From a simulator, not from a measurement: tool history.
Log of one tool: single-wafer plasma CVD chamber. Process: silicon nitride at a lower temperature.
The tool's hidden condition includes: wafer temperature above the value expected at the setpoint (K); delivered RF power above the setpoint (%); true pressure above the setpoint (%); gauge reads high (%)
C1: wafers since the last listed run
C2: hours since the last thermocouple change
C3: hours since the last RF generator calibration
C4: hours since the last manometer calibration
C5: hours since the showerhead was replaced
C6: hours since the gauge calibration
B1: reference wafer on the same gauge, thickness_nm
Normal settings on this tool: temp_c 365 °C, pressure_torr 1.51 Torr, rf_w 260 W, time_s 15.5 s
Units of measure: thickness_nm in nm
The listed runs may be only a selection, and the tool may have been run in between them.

{"run": 1, "hour": 0.0, "temp_c": 365, "pressure_torr": 1.65, "rf_w": 260, "time_s": 15.5, "C1": 0, "C2": 1046.9, "C3": 1282.4, "C4": 1212.4, "C5": 2480.6, "C6": 1054.3, "B1": 15.248, "thickness_nm": 14.314}
{"run": 2, "hour": 46.3, "temp_c": 365, "pressure_torr": 1.65, "rf_w": 260, "time_s": 15.5, "C1": 1743, "C2": 1093.2, "C3": 1328.7, "C4": 1258.7, "C5": 2526.9, "C6": 1100.6, "B1": 15.208, "thickness_nm": 14.278}
{"run": 3, "hour": 134.0, "temp_c": 365, "pressure_torr": 1.51, "rf_w": 260, "time_s": 15.5, "C1": 3301, "C2": 1180.9, "C3": 1416.4, "C4": 1346.4, "C5": 2614.6, "C6": 1188.3, "B1": 15.184, "thickness_nm": 13.777}
{"run": 4, "hour": 182.3, "temp_c": 365, "pressure_torr": 1.51, "rf_w": 260, "time_s": 15.5, "C1": 1818, "C2": 1229.2, "C3": 1464.7, "C4": 1394.7, "C5": 2662.9, "C6": 1236.6, "B1": 15.144, "thickness_nm": 14.026}
{"run": 5, "hour": 255.9, "temp_c": 365, "pressure_torr": 1.51, "rf_w": 260, "time_s": 15.5, "C1": 2770, "C2": 1302.8, "C3": 1538.3, "C4": 1468.3, "C5": 2736.5, "C6": 1310.2, "B1": 15.26, "thickness_nm": 13.71}
{"run": 6, "hour": 330.1, "temp_c": 356, "pressure_torr": 1.51, "rf_w": 260, "time_s": 15.5, "C1": 2793, "C2": 1377, "C3": 1612.5, "C4": 1542.5, "C5": 2810.7, "C6": 1384.4, "B1": 15.203, "thickness_nm": 13.787}
{"run": 7, "hour": 375.6, "temp_c": 356, "pressure_torr": 1.51, "rf_w": 260, "time_s": 15.5, "C1": 1712, "C2": 1422.5, "C3": 1658, "C4": 1588, "C5": 2856.2, "C6": 1429.9, "B1": 15.179, "thickness_nm": 13.844}
{"run": 8, "hour": 437.6, "temp_c": 356, "pressure_torr": 1.51, "rf_w": 260, "time_s": 15.5, "C1": 2334, "C2": 1484.5, "C3": 1720, "C4": 1650, "C5": 2918.2, "C6": 1491.9, "B1": 15.208, "thickness_nm": 13.722}
{"hour": 448.2, "done": "RF generator calibrated"}
{"run": 9, "hour": 519.5, "temp_c": 365, "pressure_torr": 1.51, "rf_w": 260, "time_s": 15.5, "C1": 2782, "C2": 1566.4, "C3": 71.3, "C4": 1731.9, "C5": 3000.1, "C6": 1573.8, "B1": 15.207, "thickness_nm": 14.62}
{"run": 10, "hour": 567.8, "temp_c": 374, "pressure_torr": 1.51, "rf_w": 280, "time_s": 15.5, "C1": 1818, "C2": 1614.7, "C3": 119.6, "C4": 1780.2, "C5": 3048.4, "C6": 1622.1, "B1": 15.204, "thickness_nm": 15.038}
{"run": 11, "hour": 626.3, "temp_c": 374, "pressure_torr": 1.73, "rf_w": 290, "time_s": 12.6, "C1": 2202, "C2": 1673.2, "C3": 178.1, "C4": 1838.7, "C5": 3106.9, "C6": 1680.6, "B1": 15.164, "thickness_nm": 12.92}
{"hour": 649.8, "done": "thermocouple changed; heater temperature recalibrated"}
{"run": 12, "hour": 677.4, "temp_c": 365, "pressure_torr": 1.51, "rf_w": 240, "time_s": 15.5, "C1": 1622, "C2": 27.6, "C3": 229.2, "C4": 1889.8, "C5": 3158, "C6": 1731.7, "B1": 15.228, "thickness_nm": 13.732}
{"run": 13, "hour": 761.9, "temp_c": 375, "pressure_torr": 1.51, "rf_w": 260, "time_s": 18, "C1": 3181, "C2": 112.1, "C3": 313.7, "C4": 1974.3, "C5": 3242.5, "C6": 1816.2, "B1": 15.195, "thickness_nm": 16.622}
{"run": 14, "hour": 833.1, "temp_c": 358, "pressure_torr": 1.16, "rf_w": 280, "time_s": 15.5, "C1": 2680, "C2": 183.3, "C3": 384.9, "C4": 2045.5, "C5": 3313.7, "C6": 1887.4, "B1": 15.202, "thickness_nm": 14.027}
{"hour": 876.3, "done": "gauge calibrated"}
{"hour": 958.2, "done": "capacitance manometer re-zeroed and calibrated"}
{"run": 15, "hour": 1103.7, "temp_c": 365, "pressure_torr": 1.16, "rf_w": 310, "time_s": 15.5, "C1": 9886, "C2": 453.9, "C3": 655.5, "C4": 145.5, "C5": 3584.3, "C6": 227.4, "B1": 15.214, "thickness_nm": 14.656}
{"hour": 1111.8, "done": "showerhead replaced"}
{"run": 16, "hour": 1202.0, "temp_c": 375, "pressure_torr": 1.51, "rf_w": 260, "time_s": 18, "C1": 3399, "C2": 552.2, "C3": 753.8, "C4": 243.8, "C5": 90.2, "C6": 325.7, "B1": 15.215, "thickness_nm": 16.514}
{"run": 17, "hour": 1309.1, "temp_c": 365, "pressure_torr": 1.51, "rf_w": 260, "time_s": 15.5, "C1": 4032, "C2": 659.3, "C3": 860.9, "C4": 350.9, "C5": 197.3, "C6": 432.8, "B1": 15.261, "thickness_nm": 14.107}
{"run": 18, "hour": 1393.7, "temp_c": 379, "pressure_torr": 1.79, "rf_w": 220, "time_s": 16.9, "C1": 3185, "C2": 743.9, "C3": 945.5, "C4": 435.5, "C5": 281.9, "C6": 517.4, "B1": 15.207, "thickness_nm": 14.496}
{"run": 19, "hour": 1458.5, "temp_c": 356, "pressure_torr": 1.51, "rf_w": 245, "time_s": 15.5, "C1": 2439, "C2": 808.7, "C3": 1010.3, "C4": 500.3, "C5": 346.7, "C6": 582.2, "B1": 15.234, "thickness_nm": 13.498}

Alternative continuations, all from the tool just after run 19; predict every row:
{"run": "A", "hour": 1458.9, "temp_c": 365, "pressure_torr": 1.8, "rf_w": 260, "time_s": 15.5, "C1": 15, "C2": 809.1, "C3": 1010.7, "C4": 500.7, "C5": 347.1, "C6": 582.6, "B1": "?", "thickness_nm": "?"}
{"run": "B", "hour": 1458.9, "temp_c": 353, "pressure_torr": 1.51, "rf_w": 305, "time_s": 13, "C1": 15, "C2": 809.1, "C3": 1010.7, "C4": 500.7, "C5": 347.1, "C6": 582.6, "B1": "?", "thickness_nm": "?"}
{"run": "C", "hour": 1458.9, "temp_c": 365, "pressure_torr": 1.51, "rf_w": 280, "time_s": 15.5, "C1": 15, "C2": 809.1, "C3": 1010.7, "C4": 500.7, "C5": 347.1, "C6": 582.6, "B1": "?", "thickness_nm": "?"}

run=A B1=15.208 thickness_nm=14.796
run=B B1=15.208 thickness_nm=13.131
run=C B1=15.208 thickness_nm=14.762
Had the tool no hidden state, the same runs would have come out as:
run=A thickness_nm=15.309
run=B thickness_nm=13.57
run=C thickness_nm=15.267
